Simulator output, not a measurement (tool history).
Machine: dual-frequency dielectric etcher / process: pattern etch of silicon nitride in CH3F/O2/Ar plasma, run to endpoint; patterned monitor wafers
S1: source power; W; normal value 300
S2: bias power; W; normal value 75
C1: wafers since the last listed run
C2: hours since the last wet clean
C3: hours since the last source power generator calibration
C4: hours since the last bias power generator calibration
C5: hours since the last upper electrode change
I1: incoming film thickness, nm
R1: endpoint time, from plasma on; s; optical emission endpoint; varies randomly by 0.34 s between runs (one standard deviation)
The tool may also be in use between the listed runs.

Run 1, hour 0: usual settings; C1 0; C2 323.7; C3 316.3; C4 1707.5; C5 2355; I1 27.37. Result: R1 46.8 s.
Run 2, hour 50.4: usual settings; C1 457; C2 374.1; C3 366.7; C4 1757.9; C5 2405.4; I1 27.25. Result: R1 46.8 s.
Run 3, hour 102.7: usual settings; C1 474; C2 426.4; C3 419; C4 1810.2; C5 2457.7; I1 27.47. Result: R1 46.7 s.
At hour 187.5: wet clean of the chamber.
Run 4, hour 188: usual settings; C1 556; C2 0.5; C3 504.3; C4 1895.5; C5 2543; I1 27.3. Result: R1 48.3 s.
Run 5, hour 219: usual settings; C1 281; C2 31.5; C3 535.3; C4 1926.5; C5 2574; I1 27.42. Result: R1 48.7 s.
Run 6, hour 252.8: usual settings; C1 306; C2 65.3; C3 569.1; C4 1960.3; C5 2607.8; I1 27.46. Result: R1 48.1 s.
Run 7, hour 280.6: usual settings; C1 252; C2 93.1; C3 596.9; C4 1988.1; C5 2635.6; I1 27.55. Result: R1 48 s.
Run 8, hour 343.9: usual settings; C1 574; C2 156.4; C3 660.2; C4 2051.4; C5 2698.9; I1 27.11. Result: R1 47 s.
Run 9, hour 398.4: usual settings; C1 494; C2 210.9; C3 714.7; C4 2105.9; C5 2753.4; I1 27.05. Result: R1 46.8 s.
Run 10, hour 436.4: usual settings; C1 344; C2 248.9; C3 752.7; C4 2143.9; C5 2791.4; I1 27.05. Result: R1 46.2 s.
Run 11, hour 469.8: usual settings; C1 303; C2 282.3; C3 786.1; C4 2177.3; C5 2824.8; I1 27.03. Result: R1 46.3 s.
Run 12, hour 530.5: usual settings; C1 550; C2 343; C3 846.8; C4 2238; C5 2885.5; I1 27.19. Result: R1 45.9 s.
Run 13, hour 592.6: usual settings; C1 563; C2 405.1; C3 908.9; C4 2300.1; C5 2947.6; I1 27.26. Result: R1 45.7 s.
Run 14, hour 635.5: usual settings; C1 389; C2 448; C3 951.8; C4 2343; C5 2990.5; I1 27.21. Result: R1 46.3 s.
At hour 660.6: wet clean of the chamber.
Run 15, hour 681.6: usual settings; C1 200; C2 21; C3 997.9; C4 2389.1; C5 3036.6; I1 27.18. Result: R1 48.4 s.
Run 16, hour 743.6: usual settings but S1 280 W; C1 562; C2 83; C3 1059.9; C4 2451.1; C5 3098.6; I1 27.25. Result: R1 50 s.
Run 17, hour 811.3: usual settings but S1 260 W, S2 82 W; C1 614; C2 150.7; C3 1127.6; C4 2518.8; C5 3166.3; I1 27.25. Result: R1 49.4 s.
Run 18, hour 870.3: usual settings but S1 280 W, S2 85 W; C1 535; C2 209.7; C3 1186.6; C4 2577.8; C5 3225.3; I1 27.41. Result: R1 47.4 s.
Run 19, hour 925.7: usual settings but S1 270 W, S2 88 W; C1 502; C2 265.1; C3 1242; C4 2633.2; C5 3280.7; I1 27.03. Result: R1 46.7 s.
Run 20, hour 970.1: usual settings but S1 330 W; C1 402; C2 309.5; C3 1286.4; C4 2677.6; C5 3325.1; I1 27.5. Result: R1 45.9 s.
Run 21, hour 1009: usual settings; C1 352; C2 348.4; C3 1325.3; C4 2716.5; C5 3364; I1 27.24. Result: R1 47.1 s.
Run 22, hour 1041.1: usual settings but S1 380 W, S2 85 W; C1 291; C2 380.5; C3 1357.4; C4 2748.6; C5 3396.1; I1 27.38. Result: R1 40.4 s.
Run 23, hour 1075.4: usual settings; C1 311; C2 414.8; C3 1391.7; C4 2782.9; C5 3430.4; I1 27.5. Result: R1 47.6 s.
At hour 1106.8: wet clean of the chamber.
Run 24, hour 1111.5: usual settings but S1 270 W, S2 60 W; C1 109; C2 4.7; C3 1427.8; C4 2819; C5 3466.5; I1 27.4. Result: R1 57 s.
Run 25, hour 1150.8: usual settings but S1 270 W; C1 356; C2 44; C3 1467.1; C4 2858.3; C5 3505.8; I1 27.23. Result: R1 51.9 s.
Run 26, hour 1212.9: usual settings; C1 563; C2 106.1; C3 1529.2; C4 2920.4; C5 3567.9; I1 27.36. Result: R1 48.7 s.
At hour 1330.8: bias power generator calibrated.
Run 27, hour 1376: usual settings but S1 370 W; C1 1443; C2 269.2; C3 1692.3; C4 45.2; C5 3731; I1 27.39. Result: R1 43.3 s.
At hour 1383.3: source power generator calibrated.
Run 28, hour 1445.5: usual settings but S1 280 W, S2 61 W; C1 594; C2 338.7; C3 62.2; C4 114.7; C5 3800.5; I1 26.99. Result: R1 51.7 s.
At hour 1525.3: upper electrode replaced.
Run 29, hour 1555.2: usual settings; C1 777; C2 448.4; C3 171.9; C4 224.4; C5 29.9; I1 26.99. Result: R1 45.4 s.
At hour 1604.2: wet clean of the chamber.
Run 30, hour 1624.8: usual settings but S1 340 W; C1 413; C2 20.6; C3 241.5; C4 294; C5 99.5; I1 27.43. Result: R1 46.3 s.
Run 31, hour 1672.7: usual settings but S1 230 W, S2 59 W; C1 434; C2 68.5; C3 289.4; C4 341.9; C5 147.4; I1 27.49. Result: R1 61.6 s.
Run 32, hour 1704.5: usual settings; C1 288; C2 100.3; C3 321.2; C4 373.7; C5 179.2; I1 27.28. Result: R1 48.1 s.
Run 33, hour 1766: usual settings but S1 360 W, S2 66 W; C1 558; C2 161.8; C3 382.7; C4 435.2; C5 240.7; I1 27.19. Result: R1 46 s.
Run 34, hour 1896.9: usual settings; C1 1187; C2 292.7; C3 513.6; C4 566.1; C5 371.6; I1 27.2. Result: R1 47.4 s.
Run 35, hour 1955.1: usual settings but S1 270 W, S2 86 W; C1 528; C2 350.9; C3 571.8; C4 624.3; C5 429.8; I1 27.17. Result: R1 46.9 s.
Run 36, hour 2018.1: usual settings; C1 571; C2 413.9; C3 634.8; C4 687.3; C5 492.8; I1 27.46. Result: R1 47.3 s.

Hidden state at the last listed run before each entry between runs and at the first one after, where it differs:
Run 3 -> run 4: wet clean of the chamber (hour 187.5)
  etch rate over this chamber's usual, %: 4.92 -> 0.608
  measured result minus the result with no hidden state, R1: -2.3 -> -0.3 s
Run 14 -> run 15: wet clean of the chamber (hour 660.6)
  etch rate over this chamber's usual, %: 5.77 -> -0.401
  measured result minus the result with no hidden state, R1: -2.6 -> +0.2 s
Run 23 -> run 24: wet clean of the chamber (hour 1106.8)
  etch rate over this chamber's usual, %: 4.15 -> -0.435
  measured result minus the result with no hidden state, R1: -2 -> +0.2 s
Run 26 -> run 27: bias power generator calibrated (hour 1330.8)
  etch rate over this chamber's usual, %: 0.736 -> 2.62
  measured result minus the result with no hidden state, R1: -0.4 -> -1.1 s
Run 27 -> run 28: source power generator calibrated (hour 1383.3)
  etch rate over this chamber's usual, %: 2.62 -> 3.42
  measured result minus the result with no hidden state, R1: -1.1 -> -1.7 s
Run 28 -> run 29: upper electrode replaced (hour 1525.3)
  etch rate over this chamber's usual, %: 3.42 -> 4.69
  measured result minus the result with no hidden state, R1: -1.7 -> -2.1 s
Run 29 -> run 30: wet clean of the chamber (hour 1604.2)
  etch rate over this chamber's usual, %: 4.69 -> -0.235
  measured result minus the result with no hidden state, R1: -2.1 -> +0.1 s
